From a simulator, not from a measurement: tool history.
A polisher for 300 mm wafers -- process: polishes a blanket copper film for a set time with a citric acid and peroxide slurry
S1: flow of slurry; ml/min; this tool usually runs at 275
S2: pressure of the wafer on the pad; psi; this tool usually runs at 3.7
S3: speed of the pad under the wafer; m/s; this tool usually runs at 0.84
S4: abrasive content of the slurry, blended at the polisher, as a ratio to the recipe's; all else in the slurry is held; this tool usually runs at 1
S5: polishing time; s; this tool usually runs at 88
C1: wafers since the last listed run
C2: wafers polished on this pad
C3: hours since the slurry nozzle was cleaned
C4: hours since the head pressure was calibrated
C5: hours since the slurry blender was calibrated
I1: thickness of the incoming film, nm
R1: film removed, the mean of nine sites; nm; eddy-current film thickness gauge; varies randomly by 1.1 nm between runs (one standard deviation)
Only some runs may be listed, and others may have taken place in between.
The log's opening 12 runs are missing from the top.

run 13 hour=337.8 | S1=275 S2=3.7 S3=0.84 S4=1 S5=79 | C1=74 C2=597 C3=306.9 C4=104 C5=155.7 | I1=1020 | R1=139.9
run 14 hour=373.2 | S1=350 S2=3.7 S3=0.84 S4=1.1 S5=88 | C1=202 C2=799 C3=342.3 C4=139.4 C5=191.1 | I1=1030.8 | R1=163.4
-- hour=385.7 slurry nozzle cleaned
run 15 hour=400 | S1=200 S2=3.7 S3=0.74 S4=1 S5=88 | C1=147 C2=947 C3=14.3 C4=166.2 C5=217.9 | I1=1034.8 | R1=138.7
run 16 hour=434.7 | S1=275 S2=3.4 S3=0.84 S4=0.75 S5=88 | C1=198 C2=1145 C3=49 C4=200.9 C5=252.6 | I1=1017.8 | R1=139.3
run 17 hour=463.6 | S1=365 S2=3.7 S3=0.84 S4=1.25 S5=88 | C1=165 C2=1310 C3=77.9 C4=229.8 C5=281.5 | I1=1014 | R1=167
run 18 hour=476.6 | S1=360 S2=3.7 S3=0.84 S4=1.2 S5=117 | C1=74 C2=1385 C3=90.9 C4=242.8 C5=294.5 | I1=1018.8 | R1=222.1
run 19 hour=492.3 | S1=275 S2=3.7 S3=0.84 S4=1 S5=88 | C1=89 C2=1475 C3=106.6 C4=258.5 C5=310.2 | I1=1007.2 | R1=156.5
-- hour=505.1 worn pad replaced by a new one
run 20 hour=514.6 | S1=240 S2=2.8 S3=0.84 S4=0.9 S5=88 | C1=104 C2=54 C3=128.9 C4=280.8 C5=332.5 | I1=1031.6 | R1=121.7
run 21 hour=537.5 | S1=360 S2=3.7 S3=0.98 S4=1 S5=88 | C1=130 C2=185 C3=151.8 C4=303.7 C5=355.4 | I1=1020.9 | R1=195.9
run 22 hour=566.2 | S1=275 S2=3.7 S3=0.84 S4=1 S5=88 | C1=164 C2=349 C3=180.5 C4=332.4 C5=384.1 | I1=1030.9 | R1=162.2
run 23 hour=595.8 | S1=275 S2=3.7 S3=0.96 S4=0.7 S5=88 | C1=169 C2=518 C3=210.1 C4=362 C5=413.7 | I1=1032.3 | R1=171.4
-- hour=632.9 slurry blender recalibrated
run 24 hour=633.4 | S1=200 S2=2.5 S3=0.56 S4=1 S5=78 | C1=203 C2=722 C3=247.7 C4=399.6 C5=0.5 | I1=1006.9 | R1=63.4
run 25 hour=663.2 | S1=275 S2=3.7 S3=0.84 S4=1 S5=88 | C1=170 C2=892 C3=277.5 C4=429.4 C5=30.3 | I1=1021.4 | R1=156.9
run 26 hour=690.9 | S1=275 S2=3.7 S3=0.84 S4=1.25 S5=88 | C1=158 C2=1051 C3=305.2 C4=457.1 C5=58 | I1=1019.4 | R1=161.5
run 27 hour=709.1 | S1=200 S2=2.5 S3=0.56 S4=1 S5=78 | C1=104 C2=1155 C3=323.4 C4=475.3 C5=76.2 | I1=1019.9 | R1=61.2

Run 28 has not been measured yet. What should we expect?
-- hour=721.4 slurry nozzle cleaned
run 28 hour=729.8 | S1=275 S2=3.7 S3=0.96 S4=1 S5=88 | C1=112 C2=1267 C3=8.4 C4=496 C5=96.9 | I1=1015.2 | R1=?

R1: 178.2 nm
If the tool had no hidden condition, the same run with the same run-to-run variation would have returned R1 189 nm.
